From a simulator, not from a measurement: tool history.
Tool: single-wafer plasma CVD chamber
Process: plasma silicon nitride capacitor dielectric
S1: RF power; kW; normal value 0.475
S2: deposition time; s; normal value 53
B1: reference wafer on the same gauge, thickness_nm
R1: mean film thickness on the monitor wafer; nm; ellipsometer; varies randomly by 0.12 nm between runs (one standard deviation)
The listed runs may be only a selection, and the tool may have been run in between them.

run   hour     S1    S2      B1      R1
  1      0  0.475    53  64.156   77.72
  2     15  0.505    53  64.145  78.782
  3   31.4  0.505    53  64.123  78.746
  4   45.8  0.505    53  64.135  78.952
  5   52.2   0.55    53  64.145  80.186
  6     70  0.475    53   64.12  77.672
  7     81  0.475    53   64.12   77.47
  8     94  0.475    53  64.105  77.704
  9  109.3  0.475    53  64.113  77.501
 10  119.2   0.43    53  64.096  75.974
 11  131.2   0.43    53  64.104  75.862
 12  141.7  0.475    53  64.093   77.72
 13  158.2  0.475    53  64.135  77.694
 14  169.5   0.51    53  64.097  79.008
 15  180.4  0.435  61.5  64.068   88.23

Forecast run 16:
 16   191  0.43  44.9   ?   ?

B1: 64.128
R1: 64.468 nm
On a tool with no hidden condition, and with the same random variation, this run would have come out at R1 64.981 nm.
